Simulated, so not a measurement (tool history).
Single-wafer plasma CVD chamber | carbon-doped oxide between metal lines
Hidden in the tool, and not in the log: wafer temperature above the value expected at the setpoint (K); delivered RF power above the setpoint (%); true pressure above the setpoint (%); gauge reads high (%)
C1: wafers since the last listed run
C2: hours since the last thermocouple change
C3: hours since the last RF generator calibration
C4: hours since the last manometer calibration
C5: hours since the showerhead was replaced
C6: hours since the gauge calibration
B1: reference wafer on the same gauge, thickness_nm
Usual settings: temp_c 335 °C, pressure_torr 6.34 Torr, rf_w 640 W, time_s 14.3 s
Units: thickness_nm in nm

{"run": 1, "hour": 0.0, "temp_c": 335, "pressure_torr": 6.34, "rf_w": 580, "time_s": 14.3, "C1": 0, "C2": 1346.3, "C3": 594.4, "C4": 937.1, "C5": 4062, "C6": 2867.6, "B1": 107.586, "thickness_nm": 88.311}
{"run": 2, "hour": 65.5, "temp_c": 335, "pressure_torr": 6.34, "rf_w": 580, "time_s": 14.3, "C1": 2784, "C2": 1411.8, "C3": 659.9, "C4": 1002.6, "C5": 4127.5, "C6": 2933.1, "B1": 107.643, "thickness_nm": 87.936}
{"hour": 95.6, "done": "gauge calibrated"}
{"run": 3, "hour": 168.3, "temp_c": 335, "pressure_torr": 6.34, "rf_w": 640, "time_s": 16.5, "C1": 4369, "C2": 1514.6, "C3": 762.7, "C4": 1105.4, "C5": 4230.3, "C6": 72.7, "B1": 107.593, "thickness_nm": 105.413}
{"run": 4, "hour": 269.3, "temp_c": 335, "pressure_torr": 6.34, "rf_w": 640, "time_s": 16.5, "C1": 4293, "C2": 1615.6, "C3": 863.7, "C4": 1206.4, "C5": 4331.3, "C6": 173.7, "B1": 107.569, "thickness_nm": 105.675}
{"run": 5, "hour": 360.2, "temp_c": 335, "pressure_torr": 6.34, "rf_w": 640, "time_s": 16.5, "C1": 3863, "C2": 1706.5, "C3": 954.6, "C4": 1297.3, "C5": 4422.2, "C6": 264.6, "B1": 107.602, "thickness_nm": 105.578}
{"run": 6, "hour": 421.4, "temp_c": 335, "pressure_torr": 6.34, "rf_w": 740, "time_s": 14.3, "C1": 2601, "C2": 1767.7, "C3": 1015.8, "C4": 1358.5, "C5": 4483.4, "C6": 325.8, "B1": 107.554, "thickness_nm": 97.915}
{"hour": 467.3, "done": "capacitance manometer re-zeroed and calibrated"}
{"run": 7, "hour": 539.8, "temp_c": 335, "pressure_torr": 6.34, "rf_w": 740, "time_s": 14.3, "C1": 4692, "C2": 1886.1, "C3": 1134.2, "C4": 72.5, "C5": 4601.8, "C6": 444.2, "B1": 107.645, "thickness_nm": 97.838}
{"run": 8, "hour": 629.0, "temp_c": 335, "pressure_torr": 6.34, "rf_w": 640, "time_s": 16.1, "C1": 3791, "C2": 1975.3, "C3": 1223.4, "C4": 161.7, "C5": 4691, "C6": 533.4, "B1": 107.621, "thickness_nm": 103.682}
{"hour": 669.7, "done": "thermocouple changed; heater temperature recalibrated"}
{"run": 9, "hour": 670.2, "temp_c": 340, "pressure_torr": 6.34, "rf_w": 605, "time_s": 13.1, "C1": 1411, "C2": 0.5, "C3": 1264.6, "C4": 202.9, "C5": 4732.2, "C6": 574.6, "B1": 107.685, "thickness_nm": 80.415}
{"hour": 680.0, "done": "showerhead replaced"}
{"run": 10, "hour": 760.8, "temp_c": 335, "pressure_torr": 6.34, "rf_w": 640, "time_s": 13.3, "C1": 3511, "C2": 91.1, "C3": 1355.2, "C4": 293.5, "C5": 80.8, "C6": 665.2, "B1": 107.557, "thickness_nm": 84.72}
{"run": 11, "hour": 807.9, "temp_c": 329, "pressure_torr": 5.82, "rf_w": 520, "time_s": 11.9, "C1": 2002, "C2": 138.2, "C3": 1402.3, "C4": 340.6, "C5": 127.9, "C6": 712.3, "B1": 107.598, "thickness_nm": 70.634}
{"run": 12, "hour": 885.8, "temp_c": 322, "pressure_torr": 6.34, "rf_w": 640, "time_s": 16.6, "C1": 3311, "C2": 216.1, "C3": 1480.2, "C4": 418.5, "C5": 205.8, "C6": 790.2, "B1": 107.599, "thickness_nm": 109.694}
{"run": 13, "hour": 962.8, "temp_c": 348, "pressure_torr": 5.47, "rf_w": 525, "time_s": 12.2, "C1": 3272, "C2": 293.1, "C3": 1557.2, "C4": 495.5, "C5": 282.8, "C6": 867.2, "B1": 107.565, "thickness_nm": 68.021}
{"run": 14, "hour": 1060.9, "temp_c": 330, "pressure_torr": 4.91, "rf_w": 730, "time_s": 15.1, "C1": 4169, "C2": 391.2, "C3": 1655.3, "C4": 593.6, "C5": 380.9, "C6": 965.3, "B1": 107.608, "thickness_nm": 99.692}
{"hour": 1104.5, "done": "RF generator calibrated"}
{"run": 15, "hour": 1112.1, "temp_c": 328, "pressure_torr": 6.34, "rf_w": 530, "time_s": 14.3, "C1": 1836, "C2": 442.4, "C3": 7.6, "C4": 644.8, "C5": 432.1, "C6": 1016.5, "B1": 107.499, "thickness_nm": 86.365}
{"run": 16, "hour": 1202.3, "temp_c": 335, "pressure_torr": 7.72, "rf_w": 580, "time_s": 11.8, "C1": 3834, "C2": 532.6, "C3": 97.8, "C4": 735, "C5": 522.3, "C6": 1106.7, "B1": 107.628, "thickness_nm": 73.522}
{"run": 17, "hour": 1296.2, "temp_c": 335, "pressure_torr": 6.34, "rf_w": 640, "time_s": 16.9, "C1": 3991, "C2": 626.5, "C3": 191.7, "C4": 828.9, "C5": 616.2, "C6": 1200.6, "B1": 107.579, "thickness_nm": 107.942}
{"run": 18, "hour": 1363.6, "temp_c": 335, "pressure_torr": 6.34, "rf_w": 640, "time_s": 15.9, "C1": 2864, "C2": 693.9, "C3": 259.1, "C4": 896.3, "C5": 683.6, "C6": 1268, "B1": 107.619, "thickness_nm": 101.367}
{"run": 19, "hour": 1463.1, "temp_c": 326, "pressure_torr": 6.34, "rf_w": 640, "time_s": 14.3, "C1": 4229, "C2": 793.4, "C3": 358.6, "C4": 995.8, "C5": 783.1, "C6": 1367.5, "B1": 107.651, "thickness_nm": 94.221}
{"run": 20, "hour": 1540.4, "temp_c": 335, "pressure_torr": 6.34, "rf_w": 640, "time_s": 14.3, "C1": 3285, "C2": 870.7, "C3": 435.9, "C4": 1073.1, "C5": 860.4, "C6": 1444.8, "B1": 107.632, "thickness_nm": 91.493}
{"run": 21, "hour": 1581.0, "temp_c": 327, "pressure_torr": 6.34, "rf_w": 515, "time_s": 11.5, "C1": 1725, "C2": 911.3, "C3": 476.5, "C4": 1113.7, "C5": 901, "C6": 1485.4, "B1": 107.635, "thickness_nm": 69.044}
{"run": 22, "hour": 1672.1, "temp_c": 345, "pressure_torr": 7.01, "rf_w": 640, "time_s": 14.3, "C1": 3872, "C2": 1002.4, "C3": 567.6, "C4": 1204.8, "C5": 992.1, "C6": 1576.5, "B1": 107.579, "thickness_nm": 89.525}
{"run": 23, "hour": 1712.9, "temp_c": 335, "pressure_torr": 6.34, "rf_w": 640, "time_s": 14.3, "C1": 1734, "C2": 1043.2, "C3": 608.4, "C4": 1245.6, "C5": 1032.9, "C6": 1617.3, "B1": 107.604, "thickness_nm": 91.391}
{"run": 24, "hour": 1756.8, "temp_c": 335, "pressure_torr": 6.34, "rf_w": 640, "time_s": 14.3, "C1": 1866, "C2": 1087.1, "C3": 652.3, "C4": 1289.5, "C5": 1076.8, "C6": 1661.2, "B1": 107.597, "thickness_nm": 91.269}
{"hour": 1809.3, "done": "capacitance manometer re-zeroed and calibrated"}
{"run": 25, "hour": 1813.1, "temp_c": 335, "pressure_torr": 6.34, "rf_w": 640, "time_s": 14.3, "C1": 2053, "C2": 1143.4, "C3": 708.6, "C4": 3.8, "C5": 1133.1, "C6": 1717.5, "B1": 107.582, "thickness_nm": 91.674}
{"run": 26, "hour": 1878.3, "temp_c": 335, "pressure_torr": 6.83, "rf_w": 605, "time_s": 16, "C1": 2771, "C2": 1208.6, "C3": 773.8, "C4": 69, "C5": 1198.3, "C6": 1782.7, "B1": 107.59, "thickness_nm": 100.53}
{"run": 27, "hour": 1970.3, "temp_c": 322, "pressure_torr": 7.28, "rf_w": 640, "time_s": 13.5, "C1": 3910, "C2": 1300.6, "C3": 865.8, "C4": 161, "C5": 1290.3, "C6": 1874.7, "B1": 107.658, "thickness_nm": 91.018}
{"run": 28, "hour": 2066.6, "temp_c": 335, "pressure_torr": 6.34, "rf_w": 640, "time_s": 11.6, "C1": 4093, "C2": 1396.9, "C3": 962.1, "C4": 257.3, "C5": 1386.6, "C6": 1971, "B1": 107.513, "thickness_nm": 74.418}
{"run": 29, "hour": 2121.6, "temp_c": 335, "pressure_torr": 6.34, "rf_w": 640, "time_s": 14.3, "C1": 2337, "C2": 1451.9, "C3": 1017.1, "C4": 312.3, "C5": 1441.6, "C6": 2026, "B1": 107.594, "thickness_nm": 91.814}

3 ways to go on from here, each from the tool as it stands after run 29. What would each give?
{"run": "A", "hour": 2122.0, "temp_c": 335, "pressure_torr": 6.34, "rf_w": 570, "time_s": 14.3, "C1": 17, "C2": 1452.3, "C3": 1017.5, "C4": 312.7, "C5": 1442, "C6": 2026.4, "B1": "?", "thickness_nm": "?"}
{"run": "B", "hour": 2122.0, "temp_c": 350, "pressure_torr": 7.09, "rf_w": 565, "time_s": 11.5, "C1": 17, "C2": 1452.3, "C3": 1017.5, "C4": 312.7, "C5": 1442, "C6": 2026.4, "B1": "?", "thickness_nm": "?"}
{"run": "C", "hour": 2122.0, "temp_c": 324, "pressure_torr": 5.7, "rf_w": 575, "time_s": 14.3, "C1": 17, "C2": 1452.3, "C3": 1017.5, "C4": 312.7, "C5": 1442, "C6": 2026.4, "B1": "?", "thickness_nm": "?"}

run=A B1=107.595 thickness_nm=87.356
run=B B1=107.595 thickness_nm=67.921
run=C B1=107.595 thickness_nm=89.764
Without the tool's hidden state the same runs would have given:
run=A thickness_nm=87.188
run=B thickness_nm=67.843
run=C thickness_nm=89.52
